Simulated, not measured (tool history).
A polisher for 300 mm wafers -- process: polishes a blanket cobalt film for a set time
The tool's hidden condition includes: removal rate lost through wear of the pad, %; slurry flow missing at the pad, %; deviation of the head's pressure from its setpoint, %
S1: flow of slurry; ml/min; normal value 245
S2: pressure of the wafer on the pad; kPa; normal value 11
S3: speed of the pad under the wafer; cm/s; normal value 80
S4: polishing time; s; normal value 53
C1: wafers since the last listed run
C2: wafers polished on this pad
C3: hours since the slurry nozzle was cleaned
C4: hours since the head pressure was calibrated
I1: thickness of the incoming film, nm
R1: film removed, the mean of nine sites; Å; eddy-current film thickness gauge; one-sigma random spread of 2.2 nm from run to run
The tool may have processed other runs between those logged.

| run | hour | S1 | S2 | S3 | S4 | C1 | C2 | C3 | C4 | I1 | R1 |
|---|---|---|---|---|---|---|---|---|---|---|---|
| 1 | 0 | 245 | 11 | 80 | 53 | 0 | 2246 | 228.9 | 190.2 | 648.3 | 1812 |
| 2 | 46 | 245 | 11 | 80 | 53 | 589 | 2836 | 274.9 | 236.2 | 658 | 1757 |
| 3 | 108.1 | 245 | 11 | 80 | 53 | 795 | 3631 | 337 | 298.3 | 648 | 1762 |
|  | 126.5 | worn pad replaced by a new one |
|  | 144 | slurry nozzle cleaned |
| 4 | 231.9 | 245 | 11 | 80 | 53 | 1521 | 1337 | 87.9 | 422.1 | 659.8 | 1790 |
| 5 | 267.1 | 245 | 11 | 80 | 53 | 450 | 1788 | 123.1 | 457.3 | 667.4 | 1765 |
| 6 | 319 | 245 | 11 | 80 | 49 | 664 | 2453 | 175 | 509.2 | 662.7 | 1615 |
| 7 | 390.9 | 245 | 11 | 80 | 49 | 920 | 3374 | 246.9 | 581.1 | 648 | 1640 |
| 8 | 432.8 | 245 | 11 | 80 | 53 | 536 | 3911 | 288.8 | 623 | 667.3 | 1707 |
|  | 458.2 | worn pad replaced by a new one |
| 9 | 489.5 | 245 | 11 | 80 | 53 | 675 | 400 | 345.5 | 679.7 | 658.9 | 1769 |
|  | 519.8 | slurry nozzle cleaned |
| 10 | 556.9 | 245 | 11 | 80 | 53 | 850 | 1251 | 37.1 | 747.1 | 654.9 | 1762 |
| 11 | 610.4 | 245 | 11 | 80 | 44 | 685 | 1936 | 90.6 | 800.6 | 671.2 | 1419 |
| 12 | 645 | 245 | 11 | 80 | 44 | 443 | 2379 | 125.2 | 835.2 | 649.8 | 1424 |
| 13 | 670 | 245 | 11 | 80 | 44 | 320 | 2700 | 150.2 | 860.2 | 656.3 | 1428 |
| 14 | 730.1 | 245 | 11 | 80 | 53 | 769 | 3469 | 210.3 | 920.3 | 650.2 | 1723 |
| 15 | 780.8 | 245 | 11 | 80 | 53 | 649 | 4119 | 261 | 971 | 654.5 | 1711 |
|  | 791.3 | worn pad replaced by a new one |
| 16 | 826.5 | 245 | 11 | 80 | 60 | 534 | 451 | 306.7 | 1016.7 | 657.8 | 2009 |
|  | 858.9 | head pressure recalibrated |
| 17 | 885 | 245 | 11 | 80 | 72 | 723 | 1174 | 365.2 | 26.1 | 661.1 | 2500 |
|  | 892.6 | slurry nozzle cleaned |
| 18 | 954 | 245 | 11 | 58 | 53 | 870 | 2045 | 61.4 | 95.1 | 663.4 | 1317 |
| 19 | 1011.8 | 305 | 7.6 | 80 | 62 | 740 | 2786 | 119.2 | 152.9 | 653.6 | 1695 |
| 20 | 1048.2 | 180 | 8.3 | 102 | 46 | 466 | 3252 | 155.6 | 189.3 | 671.2 | 1596 |
| 21 | 1079.4 | 180 | 9 | 100 | 70 | 399 | 3652 | 186.8 | 220.5 | 653 | 2488 |
|  | 1084.6 | worn pad replaced by a new one |
| 22 | 1132.1 | 275 | 9 | 102 | 66 | 623 | 608 | 239.5 | 273.2 | 666.1 | 2570 |
| 23 | 1177.1 | 290 | 14.5 | 106 | 72 | 576 | 1185 | 284.5 | 318.2 | 648 | 3839 |
| 24 | 1215.7 | 245 | 9 | 94 | 53 | 494 | 1679 | 323.1 | 356.8 | 656.8 | 1808 |
| 25 | 1278.9 | 245 | 11 | 80 | 53 | 809 | 2489 | 386.3 | 420 | 659.5 | 1730 |
|  | 1295.1 | slurry nozzle cleaned |
| 26 | 1308 | 245 | 11 | 80 | 53 | 359 | 2849 | 12.9 | 449.1 | 656.4 | 1711 |
|  | 1442.6 | worn pad replaced by a new one |
| 27 | 1473 | 245 | 11 | 68 | 53 | 2062 | 389 | 177.9 | 614.1 | 650.2 | 1520 |
| 28 | 1500 | 165 | 11 | 94 | 53 | 345 | 735 | 204.9 | 641.1 | 664.1 | 1975 |
| 29 | 1528.2 | 245 | 11 | 80 | 49 | 361 | 1096 | 233.1 | 669.3 | 658.8 | 1634 |
| 30 | 1573.6 | 245 | 11 | 80 | 53 | 581 | 1677 | 278.5 | 714.7 | 655.4 | 1757 |

Describe how what the log doesn't record of the tool's condition differs between the last listed run preceding each entry between runs and the first listed run following it.
Run 3 -> run 4: worn pad replaced by a new one (hour 126.5); slurry nozzle cleaned (hour 144)
  removal rate lost through wear of the pad, %: 5.67 -> 3.97; deviation of the head's pressure from its setpoint, %: -6.15 -> -7.59
  what was measured, less what the result would be without the hidden state, R1: -178 -> -164 Å
Run 8 -> run 9: worn pad replaced by a new one (hour 458.2)
  removal rate lost through wear of the pad, %: 5.84 -> 2.1; deviation of the head's pressure from its setpoint, %: -8.99 -> -9.24
  what was measured, less what the result would be without the hidden state, R1: -210 -> -145 Å
Run 9 -> run 10: slurry nozzle cleaned (hour 519.8)
  removal rate lost through wear of the pad, %: 2.1 -> 4.22; deviation of the head's pressure from its setpoint, %: -9.24 -> -9.49
  what was measured, less what the result would be without the hidden state, R1: -145 -> -189 Å
Run 15 -> run 16: worn pad replaced by a new one (hour 791.3)
  removal rate lost through wear of the pad, %: 6.29 -> 1.83; deviation of the head's pressure from its setpoint, %: -10 -> -10.1
  what was measured, less what the result would be without the hidden state, R1: -233 -> -170 Å
Run 16 -> run 17: head pressure recalibrated (hour 858.9)
  removal rate lost through wear of the pad, %: 1.83 -> 3.67; deviation of the head's pressure from its setpoint, %: -10.1 -> -0.593
  what was measured, less what the result would be without the hidden state, R1: -170 -> -105 Å
Run 17 -> run 18: slurry nozzle cleaned (hour 892.6)
  removal rate lost through wear of the pad, %: 3.67 -> 4.85; deviation of the head's pressure from its setpoint, %: -0.593 -> -2.7
  what was measured, less what the result would be without the hidden state, R1: -105 -> -90 Å
Run 21 -> run 22: worn pad replaced by a new one (hour 1084.6)
  removal rate lost through wear of the pad, %: 5.74 -> 3.04; deviation of the head's pressure from its setpoint, %: -5.51 -> -6.39
  what was measured, less what the result would be without the hidden state, R1: -243 -> -187 Å
Run 25 -> run 26: slurry nozzle cleaned (hour 1295.1)
  removal rate lost through wear of the pad, %: 5.92 -> 6.15; deviation of the head's pressure from its setpoint, %: -8.18 -> -8.44
  what was measured, less what the result would be without the hidden state, R1: -204 -> -210 Å
Run 26 -> run 27: worn pad replaced by a new one (hour 1442.6)
  removal rate lost through wear of the pad, %: 6.15 -> 1.75; deviation of the head's pressure from its setpoint, %: -8.44 -> -9.55
  what was measured, less what the result would be without the hidden state, R1: -210 -> -122 Å

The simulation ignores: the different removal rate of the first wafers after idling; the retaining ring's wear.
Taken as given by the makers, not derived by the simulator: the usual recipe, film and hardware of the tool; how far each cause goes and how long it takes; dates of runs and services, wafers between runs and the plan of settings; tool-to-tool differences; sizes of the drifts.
